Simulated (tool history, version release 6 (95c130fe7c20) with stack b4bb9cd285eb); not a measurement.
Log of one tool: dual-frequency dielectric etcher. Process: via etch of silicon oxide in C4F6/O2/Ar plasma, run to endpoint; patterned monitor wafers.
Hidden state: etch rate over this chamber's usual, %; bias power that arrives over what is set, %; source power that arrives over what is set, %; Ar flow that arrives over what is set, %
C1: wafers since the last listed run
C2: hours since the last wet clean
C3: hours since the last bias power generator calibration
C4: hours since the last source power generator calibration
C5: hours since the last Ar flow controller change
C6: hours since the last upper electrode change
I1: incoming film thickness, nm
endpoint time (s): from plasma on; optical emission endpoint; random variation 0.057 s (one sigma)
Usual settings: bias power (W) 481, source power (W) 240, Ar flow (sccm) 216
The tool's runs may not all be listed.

{"run": 1, "day": 0.0, "bias power (W)": 447, "source power (W)": 240, "Ar flow (sccm)": 216, "C1": 0, "C2": 174.3, "C3": 2605.8, "C4": 2909.1, "C5": 4530.9, "C6": 4805.9, "I1": 75, "endpoint time (s)": 19.3}
{"run": 2, "day": 0.829, "bias power (W)": 447, "source power (W)": 240, "Ar flow (sccm)": 216, "C1": 322, "C2": 194.2, "C3": 2625.7, "C4": 2929, "C5": 4550.8, "C6": 4825.8, "I1": 75.3, "endpoint time (s)": 19.3}
{"run": 3, "day": 1.479, "bias power (W)": 447, "source power (W)": 240, "Ar flow (sccm)": 216, "C1": 252, "C2": 209.8, "C3": 2641.3, "C4": 2944.6, "C5": 4566.4, "C6": 4841.4, "I1": 75, "endpoint time (s)": 19.2}
{"run": 4, "day": 2.812, "bias power (W)": 481, "source power (W)": 240, "Ar flow (sccm)": 216, "C1": 518, "C2": 241.8, "C3": 2673.3, "C4": 2976.6, "C5": 4598.4, "C6": 4873.4, "I1": 75, "endpoint time (s)": 18.5}
{"day": 3.817, "done": "upper electrode replaced"}
{"run": 5, "day": 3.838, "bias power (W)": 481, "source power (W)": 240, "Ar flow (sccm)": 216, "C1": 9, "C2": 266.4, "C3": 2697.9, "C4": 3001.2, "C5": 4623, "C6": 0.5, "I1": 75.8, "endpoint time (s)": 18.6}
{"run": 6, "day": 4.454, "bias power (W)": 481, "source power (W)": 280, "Ar flow (sccm)": 216, "C1": 239, "C2": 281.2, "C3": 2712.7, "C4": 3016, "C5": 4637.8, "C6": 15.3, "I1": 74.8, "endpoint time (s)": 17.3}
{"run": 7, "day": 5.279, "bias power (W)": 481, "source power (W)": 280, "Ar flow (sccm)": 216, "C1": 320, "C2": 301, "C3": 2732.5, "C4": 3035.8, "C5": 4657.6, "C6": 35.1, "I1": 75.7, "endpoint time (s)": 17.5}
{"run": 8, "day": 6.358, "bias power (W)": 481, "source power (W)": 240, "Ar flow (sccm)": 216, "C1": 419, "C2": 326.9, "C3": 2758.4, "C4": 3061.7, "C5": 4683.5, "C6": 61, "I1": 74.8, "endpoint time (s)": 18.2}
{"day": 8.354, "done": "wet clean of the chamber"}
{"run": 9, "day": 8.375, "bias power (W)": 422, "source power (W)": 260, "Ar flow (sccm)": 216, "C1": 395, "C2": 0.5, "C3": 2806.8, "C4": 3110.1, "C5": 4731.9, "C6": 109.4, "I1": 75.9, "endpoint time (s)": 19.6}
{"run": 10, "day": 8.754, "bias power (W)": 527, "source power (W)": 210, "Ar flow (sccm)": 179, "C1": 147, "C2": 9.6, "C3": 2815.9, "C4": 3119.2, "C5": 4741, "C6": 118.5, "I1": 75, "endpoint time (s)": 18.6}
{"run": 11, "day": 9.758, "bias power (W)": 518, "source power (W)": 280, "Ar flow (sccm)": 247, "C1": 390, "C2": 33.7, "C3": 2840, "C4": 3143.3, "C5": 4765.1, "C6": 142.6, "I1": 75.3, "endpoint time (s)": 17.5}
{"run": 12, "day": 10.788, "bias power (W)": 481, "source power (W)": 240, "Ar flow (sccm)": 216, "C1": 400, "C2": 58.4, "C3": 2864.7, "C4": 3168, "C5": 4789.8, "C6": 167.3, "I1": 75.2, "endpoint time (s)": 18.8}
{"run": 13, "day": 11.879, "bias power (W)": 554, "source power (W)": 210, "Ar flow (sccm)": 250, "C1": 424, "C2": 84.6, "C3": 2890.9, "C4": 3194.2, "C5": 4816, "C6": 193.5, "I1": 75.5, "endpoint time (s)": 19}
{"day": 13.35, "done": "Ar flow controller replaced"}
{"run": 14, "day": 13.371, "bias power (W)": 481, "source power (W)": 270, "Ar flow (sccm)": 216, "C1": 482, "C2": 120.4, "C3": 2926.7, "C4": 3230, "C5": 0.5, "C6": 229.3, "I1": 74.6, "endpoint time (s)": 17.7}
{"run": 15, "day": 13.862, "bias power (W)": 481, "source power (W)": 240, "Ar flow (sccm)": 216, "C1": 191, "C2": 132.2, "C3": 2938.5, "C4": 3241.8, "C5": 12.3, "C6": 241.1, "I1": 74.6, "endpoint time (s)": 18.4}
{"run": 16, "day": 15.179, "bias power (W)": 554, "source power (W)": 240, "Ar flow (sccm)": 216, "C1": 512, "C2": 163.8, "C3": 2970.1, "C4": 3273.4, "C5": 43.9, "C6": 272.7, "I1": 74.4, "endpoint time (s)": 17.3}
{"day": 15.804, "done": "bias power generator calibrated"}
{"run": 17, "day": 15.912, "bias power (W)": 481, "source power (W)": 260, "Ar flow (sccm)": 176, "C1": 220, "C2": 181.4, "C3": 2.6, "C4": 3291, "C5": 61.5, "C6": 290.3, "I1": 75.4, "endpoint time (s)": 17.7}
{"day": 18.892, "done": "source power generator calibrated"}
{"run": 18, "day": 18.908, "bias power (W)": 481, "source power (W)": 260, "Ar flow (sccm)": 253, "C1": 1100, "C2": 253.3, "C3": 74.5, "C4": 0.4, "C5": 133.4, "C6": 362.2, "I1": 75.4, "endpoint time (s)": 18.2}
{"run": 19, "day": 19.662, "bias power (W)": 481, "source power (W)": 240, "Ar flow (sccm)": 164, "C1": 293, "C2": 271.4, "C3": 92.6, "C4": 18.5, "C5": 151.5, "C6": 380.3, "I1": 75.4, "endpoint time (s)": 17.8}
{"run": 20, "day": 20.325, "bias power (W)": 481, "source power (W)": 240, "Ar flow (sccm)": 216, "C1": 257, "C2": 287.3, "C3": 108.5, "C4": 34.4, "C5": 167.4, "C6": 396.2, "I1": 75.2, "endpoint time (s)": 18.5}
{"run": 21, "day": 21.067, "bias power (W)": 555, "source power (W)": 270, "Ar flow (sccm)": 166, "C1": 288, "C2": 305.1, "C3": 126.3, "C4": 52.2, "C5": 185.2, "C6": 414, "I1": 75.9, "endpoint time (s)": 16.1}
{"day": 22.975, "done": "wet clean of the chamber"}
{"run": 22, "day": 22.996, "bias power (W)": 413, "source power (W)": 240, "Ar flow (sccm)": 216, "C1": 361, "C2": 0.5, "C3": 172.6, "C4": 98.5, "C5": 231.5, "C6": 460.3, "I1": 75, "endpoint time (s)": 20.1}
{"run": 23, "day": 23.142, "bias power (W)": 481, "source power (W)": 240, "Ar flow (sccm)": 266, "C1": 56, "C2": 4, "C3": 176.1, "C4": 102, "C5": 235, "C6": 463.8, "I1": 75.3, "endpoint time (s)": 19.5}
{"run": 24, "day": 23.892, "bias power (W)": 481, "source power (W)": 180, "Ar flow (sccm)": 216, "C1": 291, "C2": 22, "C3": 194.1, "C4": 120, "C5": 253, "C6": 481.8, "I1": 74.6, "endpoint time (s)": 20.9}
{"run": 25, "day": 26.971, "bias power (W)": 481, "source power (W)": 240, "Ar flow (sccm)": 164, "C1": 1197, "C2": 95.9, "C3": 268, "C4": 193.9, "C5": 326.9, "C6": 555.7, "I1": 75.5, "endpoint time (s)": 18.2}
{"run": 26, "day": 27.758, "bias power (W)": 481, "source power (W)": 280, "Ar flow (sccm)": 194, "C1": 306, "C2": 114.8, "C3": 286.9, "C4": 212.8, "C5": 345.8, "C6": 574.6, "I1": 75.4, "endpoint time (s)": 17.4}
{"run": 27, "day": 28.471, "bias power (W)": 376, "source power (W)": 210, "Ar flow (sccm)": 255, "C1": 277, "C2": 131.9, "C3": 304, "C4": 229.9, "C5": 362.9, "C6": 591.7, "I1": 74.9, "endpoint time (s)": 22.3}
{"run": 28, "day": 29.425, "bias power (W)": 481, "source power (W)": 220, "Ar flow (sccm)": 216, "C1": 371, "C2": 154.8, "C3": 326.9, "C4": 252.8, "C5": 385.8, "C6": 614.6, "I1": 74.9, "endpoint time (s)": 19.2}

Forecast each of these 5 alternatives for the next run:
{"run": "A", "day": 29.442, "bias power (W)": 593, "source power (W)": 240, "Ar flow (sccm)": 216, "C1": 6, "C2": 155.2, "C3": 327.3, "C4": 253.2, "C5": 386.2, "C6": 615, "I1": 75.4, "endpoint time (s)": "?"}
{"run": "B", "day": 29.442, "bias power (W)": 393, "source power (W)": 240, "Ar flow (sccm)": 216, "C1": 6, "C2": 155.2, "C3": 327.3, "C4": 253.2, "C5": 386.2, "C6": 615, "I1": 75.4, "endpoint time (s)": "?"}
{"run": "C", "day": 29.442, "bias power (W)": 481, "source power (W)": 220, "Ar flow (sccm)": 178, "C1": 6, "C2": 155.2, "C3": 327.3, "C4": 253.2, "C5": 386.2, "C6": 615, "I1": 75.4, "endpoint time (s)": "?"}
{"run": "D", "day": 29.442, "bias power (W)": 410, "source power (W)": 290, "Ar flow (sccm)": 216, "C1": 6, "C2": 155.2, "C3": 327.3, "C4": 253.2, "C5": 386.2, "C6": 615, "I1": 75.4, "endpoint time (s)": "?"}
{"run": "E", "day": 29.442, "bias power (W)": 554, "source power (W)": 180, "Ar flow (sccm)": 254, "C1": 6, "C2": 155.2, "C3": 327.3, "C4": 253.2, "C5": 386.2, "C6": 615, "I1": 75.4, "endpoint time (s)": "?"}

run=A endpoint_time_(s)=16.9
run=B endpoint_time_(s)=20.4
run=C endpoint_time_(s)=18.8
run=D endpoint_time_(s)=18.6
run=E endpoint_time_(s)=20
Without the tool's hidden state the same runs would have given:
run=A endpoint_time_(s)=17.2
run=B endpoint_time_(s)=20.8
run=C endpoint_time_(s)=19.1
run=D endpoint_time_(s)=18.9
run=E endpoint_time_(s)=20.3
